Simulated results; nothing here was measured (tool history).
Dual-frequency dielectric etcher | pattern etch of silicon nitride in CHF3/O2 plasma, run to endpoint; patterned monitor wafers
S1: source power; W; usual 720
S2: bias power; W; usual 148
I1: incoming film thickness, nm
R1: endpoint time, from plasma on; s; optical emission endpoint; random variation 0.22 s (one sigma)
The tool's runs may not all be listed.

run 1 hour=0.0 | S1=640 S2=148 | I1=100.7 | R1=74.9
-- hour=40.2 wet clean of the chamber
-- hour=51.7 upper electrode replaced
run 2 hour=52.2 | S1=720 S2=148 | I1=100.5 | R1=73.6
run 3 hour=52.5 | S1=720 S2=148 | I1=101.1 | R1=74.4
run 4 hour=67.4 | S1=720 S2=148 | I1=101.1 | R1=74.0
run 5 hour=86.8 | S1=720 S2=148 | I1=100.5 | R1=73.3
run 6 hour=112.0 | S1=720 S2=174 | I1=100.0 | R1=69.8
run 7 hour=137.2 | S1=720 S2=174 | I1=101.5 | R1=71.0
run 8 hour=156.8 | S1=720 S2=174 | I1=102.6 | R1=71.6
run 9 hour=191.5 | S1=600 S2=176 | I1=102.0 | R1=74.5
run 10 hour=210.6 | S1=620 S2=120 | I1=102.0 | R1=81.5
run 11 hour=237.8 | S1=720 S2=148 | I1=101.3 | R1=73.6
run 12 hour=252.8 | S1=720 S2=148 | I1=102.1 | R1=74.1
-- hour=265.2 source power generator calibrated
run 13 hour=286.3 | S1=890 S2=148 | I1=101.9 | R1=69.7
run 14 hour=320.4 | S1=720 S2=138 | I1=99.8 | R1=73.4
run 15 hour=341.0 | S1=610 S2=118 | I1=102.0 | R1=81.9
run 16 hour=354.4 | S1=780 S2=158 | I1=100.9 | R1=70.1
run 17 hour=370.1 | S1=870 S2=168 | I1=100.9 | R1=66.7
run 18 hour=387.2 | S1=870 S2=172 | I1=100.6 | R1=66.6
run 19 hour=418.6 | S1=850 S2=148 | I1=101.6 | R1=69.6
run 20 hour=434.1 | S1=590 S2=119 | I1=100.2 | R1=80.6
-- hour=470.1 bias power generator calibrated
run 21 hour=470.6 | S1=720 S2=133 | I1=100.6 | R1=74.4
-- hour=521.4 wet clean of the chamber
run 22 hour=521.9 | S1=720 S2=148 | I1=101.6 | R1=74.2
run 23 hour=526.3 | S1=840 S2=119 | I1=101.6 | R1=74.8
run 24 hour=544.1 | S1=580 S2=148 | I1=100.6 | R1=78.0
run 25 hour=557.8 | S1=850 S2=180 | I1=101.5 | R1=67.5
run 26 hour=575.5 | S1=830 S2=148 | I1=101.4 | R1=70.8
run 27 hour=601.1 | S1=760 S2=148 | I1=101.0 | R1=72.6
run 28 hour=631.2 | S1=810 S2=177 | I1=101.5 | R1=68.0
run 29 hour=664.3 | S1=780 S2=176 | I1=101.1 | R1=68.8
run 30 hour=691.0 | S1=780 S2=177 | I1=100.6 | R1=68.5
run 31 hour=725.5 | S1=590 S2=120 | I1=100.8 | R1=81.7
run 32 hour=758.4 | S1=590 S2=170 | I1=100.7 | R1=75.0
run 33 hour=788.1 | S1=810 S2=111 | I1=101.5 | R1=76.5
run 34 hour=806.8 | S1=580 S2=137 | I1=101.1 | R1=79.0

Some steps in R1 between neighbouring runs. How much of each would the tool show without its hidden state too (settings, what came in, random variation), and how much is left for the hidden state, with any gauge scatter that isn't in both results?
The hidden state here: etch rate over this chamber's usual, %; source power that arrives over what is set, %; bias power that arrives over what is set, %.
Run 1 -> 2: S1 640 -> 720, wet clean of the chamber, upper electrode replaced. R1 -1.3 s: hidden state +1.1, all else -2.4.
Run 5 -> 6: S2 148 -> 174. R1 -3.5 s: hidden state -0.2, all else -3.3.
Run 15 -> 16: S1 610 -> 780, S2 118 -> 158. R1 -11.8 s: hidden state +0.1, all else -11.9.
Run 19 -> 20: S1 850 -> 590, S2 148 -> 119. R1 +11.0 s: hidden state -0.2, all else +11.2.
Run 21 -> 22: S2 133 -> 148, wet clean of the chamber. R1 -0.2 s: hidden state +1.1, all else -1.3.
Run 30 -> 31: S1 780 -> 590, S2 177 -> 120. R1 +13.2 s: hidden state -0.2, all else +13.4.
